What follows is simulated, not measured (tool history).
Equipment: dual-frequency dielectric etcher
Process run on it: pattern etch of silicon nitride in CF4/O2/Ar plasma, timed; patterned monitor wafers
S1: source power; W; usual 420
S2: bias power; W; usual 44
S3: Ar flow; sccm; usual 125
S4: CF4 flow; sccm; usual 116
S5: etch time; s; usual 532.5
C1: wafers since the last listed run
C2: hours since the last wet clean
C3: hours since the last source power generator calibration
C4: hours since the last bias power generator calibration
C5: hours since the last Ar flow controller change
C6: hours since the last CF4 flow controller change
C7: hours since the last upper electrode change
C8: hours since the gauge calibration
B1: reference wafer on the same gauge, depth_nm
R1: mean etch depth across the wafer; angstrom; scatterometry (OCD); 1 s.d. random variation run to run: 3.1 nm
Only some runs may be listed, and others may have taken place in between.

Run 1, hour 0: usual settings but S5 405.5 s; C1 0; C2 243.5; C3 4546.6; C4 961.8; C5 5475.5; C6 2464.4; C7 3435.6; C8 428; B1 943. Result: R1 6507 angstrom.
Run 2, hour 47.3: usual settings but S5 405.5 s; C1 219; C2 290.8; C3 4593.9; C4 1009.1; C5 5522.8; C6 2511.7; C7 3482.9; C8 475.3; B1 944.3. Result: R1 6539 angstrom.
Run 3, hour 89.4: usual settings; C1 195; C2 332.9; C3 4636; C4 1051.2; C5 5564.9; C6 2553.8; C7 3525; C8 517.4; B1 943.4. Result: R1 8556 angstrom.
Run 4, hour 142.7: usual settings; C1 247; C2 386.2; C3 4689.3; C4 1104.5; C5 5618.2; C6 2607.1; C7 3578.3; C8 570.7; B1 941.7. Result: R1 8641 angstrom.
Run 5, hour 175.5: usual settings but S3 117 sccm, S4 128 sccm; C1 152; C2 419; C3 4722.1; C4 1137.3; C5 5651; C6 2639.9; C7 3611.1; C8 603.5; B1 943.9. Result: R1 8748 angstrom.
At hour 238.9: upper electrode replaced.
Run 6, hour 239.4: usual settings; C1 185; C2 482.9; C3 4786; C4 1201.2; C5 5714.9; C6 2703.8; C7 0.5; C8 667.4; B1 942.3. Result: R1 8616 angstrom.
At hour 256.3: gauge calibrated.
Run 7, hour 280.1: usual settings; C1 189; C2 523.6; C3 4826.7; C4 1241.9; C5 5755.6; C6 2744.5; C7 41.2; C8 23.8; B1 942.8. Result: R1 8645 angstrom.
Run 8, hour 338.9: usual settings but S1 360 W; C1 273; C2 582.4; C3 4885.5; C4 1300.7; C5 5814.4; C6 2803.3; C7 100; C8 82.6; B1 942.7. Result: R1 7673 angstrom.
Run 9, hour 364.4: usual settings; C1 118; C2 607.9; C3 4911; C4 1326.2; C5 5839.9; C6 2828.8; C7 125.5; C8 108.1; B1 943.2. Result: R1 8665 angstrom.
At hour 414.3: wet clean of the chamber.
At hour 415.5: source power generator calibrated.
Run 10, hour 425.4: usual settings but S3 139 sccm, S4 104 sccm; C1 166; C2 11.1; C3 9.9; C4 1387.2; C5 5900.9; C6 2889.8; C7 186.5; C8 169.1; B1 942.3. Result: R1 8767 angstrom.
At hour 463.3: CF4 flow controller replaced.
At hour 472.6: bias power generator calibrated.
Run 11, hour 478.8: usual settings but S2 38 W, S5 465 s; C1 201; C2 64.5; C3 63.3; C4 6.2; C5 5954.3; C6 15.5; C7 239.9; C8 222.5; B1 943.4. Result: R1 7469 angstrom.
At hour 516.8: wet clean of the chamber, repeated, since the last time left the tool worse.
Run 12, hour 517.3: usual settings but S3 112 sccm, S4 93 sccm; C1 67; C2 0.5; C3 101.8; C4 44.7; C5 5992.8; C6 54; C7 278.4; C8 261; B1 943.4. Result: R1 8304 angstrom.
Run 13, hour 576.2: usual settings but S1 390 W, S5 613.5 s; C1 273; C2 59.4; C3 160.7; C4 103.6; C5 6051.7; C6 112.9; C7 337.3; C8 319.9; B1 943.4. Result: R1 9268 angstrom.
Run 14, hour 601.8: usual settings but S1 320 W; C1 118; C2 85; C3 186.3; C4 129.2; C5 6077.3; C6 138.5; C7 362.9; C8 345.5; B1 942.9. Result: R1 6836 angstrom.
At hour 610.7: Ar flow controller replaced.
Run 15, hour 633.5: usual settings but S3 146 sccm, S5 678.5 s; C1 119; C2 116.7; C3 218; C4 160.9; C5 22.8; C6 170.2; C7 394.6; C8 377.2; B1 942.8. Result: R1 10758 angstrom.
Run 16, hour 666.6: usual settings but S5 405.5 s; C1 153; C2 149.8; C3 251.1; C4 194; C5 55.9; C6 203.3; C7 427.7; C8 410.3; B1 941.9. Result: R1 6531 angstrom.
Run 17, hour 772.6: usual settings but S3 117 sccm, S4 106 sccm; C1 492; C2 255.8; C3 357.1; C4 300; C5 161.9; C6 309.3; C7 533.7; C8 516.3; B1 942.5. Result: R1 8518 angstrom.

For each run, what was the tool's unlogged condition?
source power that arrives over what is set, %: 0 at every run
bias power that arrives over what is set, %: 0 at every run
Ar flow that arrives over what is set, %: 0 at every run
CF4 flow that arrives over what is set, %: 0 at every run
gauge reads high (%): 0 at every run
H1: etch rate over this chamber's usual, %
run     H1
  1   1.17
  2   1.41
  3   1.63
  4   1.91
  5   2.08
  6   2.41
  7   2.62
  8   2.93
  9   3.06
 10   6.41
 11   6.69
 12   0.61
 13  0.916
 14   1.05
 15   1.21
 16   1.39
 17   1.94
